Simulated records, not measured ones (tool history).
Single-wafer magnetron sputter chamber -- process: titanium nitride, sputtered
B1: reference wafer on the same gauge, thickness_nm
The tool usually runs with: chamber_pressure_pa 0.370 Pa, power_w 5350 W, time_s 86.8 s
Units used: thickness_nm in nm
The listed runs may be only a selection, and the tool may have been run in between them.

{"run": 1, "hour": 0.0, "chamber_pressure_pa": 0.37, "power_w": 5350, "time_s": 86.8, "B1": 106.757, "thickness_nm": 95.168}
{"run": 2, "hour": 42.7, "chamber_pressure_pa": 0.37, "power_w": 5350, "time_s": 86.8, "B1": 107.15, "thickness_nm": 95.167}
{"hour": 92.3, "done": "sputter target and shields replaced"}
{"run": 3, "hour": 98.1, "chamber_pressure_pa": 0.439, "power_w": 5350, "time_s": 73.0, "B1": 106.947, "thickness_nm": 78.922}
{"run": 4, "hour": 138.4, "chamber_pressure_pa": 0.439, "power_w": 5350, "time_s": 73.0, "B1": 107.078, "thickness_nm": 78.328}
{"run": 5, "hour": 187.9, "chamber_pressure_pa": 0.439, "power_w": 5350, "time_s": 73.0, "B1": 106.667, "thickness_nm": 79.325}
{"run": 6, "hour": 257.3, "chamber_pressure_pa": 0.328, "power_w": 5350, "time_s": 82.9, "B1": 106.955, "thickness_nm": 91.749}
{"run": 7, "hour": 316.8, "chamber_pressure_pa": 0.328, "power_w": 5350, "time_s": 82.9, "B1": 106.808, "thickness_nm": 91.925}
{"run": 8, "hour": 461.5, "chamber_pressure_pa": 0.328, "power_w": 5350, "time_s": 82.9, "B1": 106.998, "thickness_nm": 90.971}
{"hour": 486.0, "done": "sputter target and shields replaced"}
{"run": 9, "hour": 490.6, "chamber_pressure_pa": 0.37, "power_w": 5350, "time_s": 86.8, "B1": 106.846, "thickness_nm": 95.101}
{"run": 10, "hour": 538.9, "chamber_pressure_pa": 0.37, "power_w": 5350, "time_s": 86.8, "B1": 106.866, "thickness_nm": 95.201}
{"run": 11, "hour": 591.2, "chamber_pressure_pa": 0.37, "power_w": 5350, "time_s": 86.8, "B1": 106.875, "thickness_nm": 95.505}
{"run": 12, "hour": 654.5, "chamber_pressure_pa": 0.37, "power_w": 5350, "time_s": 77.1, "B1": 106.885, "thickness_nm": 84.835}
{"run": 13, "hour": 686.0, "chamber_pressure_pa": 0.37, "power_w": 5350, "time_s": 86.8, "B1": 106.93, "thickness_nm": 95.219}
{"hour": 751.5, "done": "capacitance manometer re-zeroed and calibrated"}
{"run": 14, "hour": 752.0, "chamber_pressure_pa": 0.37, "power_w": 5350, "time_s": 86.8, "B1": 106.889, "thickness_nm": 94.361}
{"hour": 915.4, "done": "magnet pack replaced"}
{"hour": 933.2, "done": "sputter target and shields replaced"}
{"run": 15, "hour": 945.0, "chamber_pressure_pa": 0.515, "power_w": 5350, "time_s": 98.7, "B1": 106.696, "thickness_nm": 104.78}
{"run": 16, "hour": 982.3, "chamber_pressure_pa": 0.47, "power_w": 6500, "time_s": 76.7, "B1": 107.071, "thickness_nm": 98.951}
{"run": 17, "hour": 1037.3, "chamber_pressure_pa": 0.243, "power_w": 6350, "time_s": 78.3, "B1": 106.929, "thickness_nm": 106.609}
{"run": 18, "hour": 1094.6, "chamber_pressure_pa": 0.278, "power_w": 5900, "time_s": 72.3, "B1": 106.796, "thickness_nm": 89.829}
{"run": 19, "hour": 1137.4, "chamber_pressure_pa": 0.304, "power_w": 4650, "time_s": 95.7, "B1": 106.914, "thickness_nm": 93.413}
{"run": 20, "hour": 1168.6, "chamber_pressure_pa": 0.276, "power_w": 6450, "time_s": 86.8, "B1": 106.898, "thickness_nm": 117.244}
{"hour": 1211.5, "done": "gauge calibrated"}
{"run": 21, "hour": 1231.9, "chamber_pressure_pa": 0.264, "power_w": 4650, "time_s": 77.2, "B1": 106.902, "thickness_nm": 75.836}
{"run": 22, "hour": 1290.3, "chamber_pressure_pa": 0.446, "power_w": 5350, "time_s": 92.6, "B1": 106.848, "thickness_nm": 99.868}
{"run": 23, "hour": 1348.0, "chamber_pressure_pa": 0.37, "power_w": 5350, "time_s": 103.7, "B1": 106.996, "thickness_nm": 113.403}
{"hour": 1402.1, "done": "sputter target and shields replaced"}
{"run": 24, "hour": 1402.6, "chamber_pressure_pa": 0.47, "power_w": 6500, "time_s": 76.7, "B1": 106.795, "thickness_nm": 99.981}
{"run": 25, "hour": 1442.2, "chamber_pressure_pa": 0.37, "power_w": 4900, "time_s": 103.7, "B1": 107.041, "thickness_nm": 103.838}
{"run": 26, "hour": 1485.5, "chamber_pressure_pa": 0.37, "power_w": 5350, "time_s": 86.8, "B1": 106.699, "thickness_nm": 95.233}
{"run": 27, "hour": 1537.4, "chamber_pressure_pa": 0.37, "power_w": 5350, "time_s": 86.8, "B1": 106.944, "thickness_nm": 95.8}
{"run": 28, "hour": 1582.0, "chamber_pressure_pa": 0.501, "power_w": 6300, "time_s": 76.9, "B1": 107.185, "thickness_nm": 95.846}
{"run": 29, "hour": 1632.9, "chamber_pressure_pa": 0.289, "power_w": 6050, "time_s": 72.9, "B1": 106.799, "thickness_nm": 92.068}
{"run": 30, "hour": 1667.8, "chamber_pressure_pa": 0.37, "power_w": 5350, "time_s": 86.8, "B1": 107.012, "thickness_nm": 95.236}
{"run": 31, "hour": 1695.5, "chamber_pressure_pa": 0.37, "power_w": 5350, "time_s": 86.8, "B1": 106.95, "thickness_nm": 95.839}
{"run": 32, "hour": 1750.3, "chamber_pressure_pa": 0.37, "power_w": 4350, "time_s": 86.8, "B1": 106.837, "thickness_nm": 77.76}
{"run": 33, "hour": 1793.9, "chamber_pressure_pa": 0.37, "power_w": 5350, "time_s": 86.8, "B1": 107.014, "thickness_nm": 94.672}
{"hour": 1851.0, "done": "sputter target and shields replaced"}
{"run": 34, "hour": 1859.7, "chamber_pressure_pa": 0.37, "power_w": 5350, "time_s": 86.8, "B1": 106.551, "thickness_nm": 95.306}

Predict each of these 5 candidate next runs independently; none follows another, all start after run 34:
{"run": "A", "hour": 1860.1, "chamber_pressure_pa": 0.474, "power_w": 5350, "time_s": 86.8, "B1": "?", "thickness_nm": "?"}
{"run": "B", "hour": 1860.1, "chamber_pressure_pa": 0.257, "power_w": 5350, "time_s": 76.1, "B1": "?", "thickness_nm": "?"}
{"run": "C", "hour": 1860.1, "chamber_pressure_pa": 0.37, "power_w": 5350, "time_s": 81.3, "B1": "?", "thickness_nm": "?"}
{"run": "D", "hour": 1860.1, "chamber_pressure_pa": 0.37, "power_w": 5350, "time_s": 91.8, "B1": "?", "thickness_nm": "?"}
{"run": "E", "hour": 1860.1, "chamber_pressure_pa": 0.37, "power_w": 6350, "time_s": 86.8, "B1": "?", "thickness_nm": "?"}

run=A B1=106.809 thickness_nm=93.217
run=B B1=106.809 thickness_nm=86.592
run=C B1=106.809 thickness_nm=89.751
run=D B1=106.809 thickness_nm=101.342
run=E B1=106.809 thickness_nm=113.733
Without the tool's hidden state the same runs would have given:
run=A thickness_nm=93.217
run=B thickness_nm=86.592
run=C thickness_nm=89.751
run=D thickness_nm=101.342
run=E thickness_nm=113.733

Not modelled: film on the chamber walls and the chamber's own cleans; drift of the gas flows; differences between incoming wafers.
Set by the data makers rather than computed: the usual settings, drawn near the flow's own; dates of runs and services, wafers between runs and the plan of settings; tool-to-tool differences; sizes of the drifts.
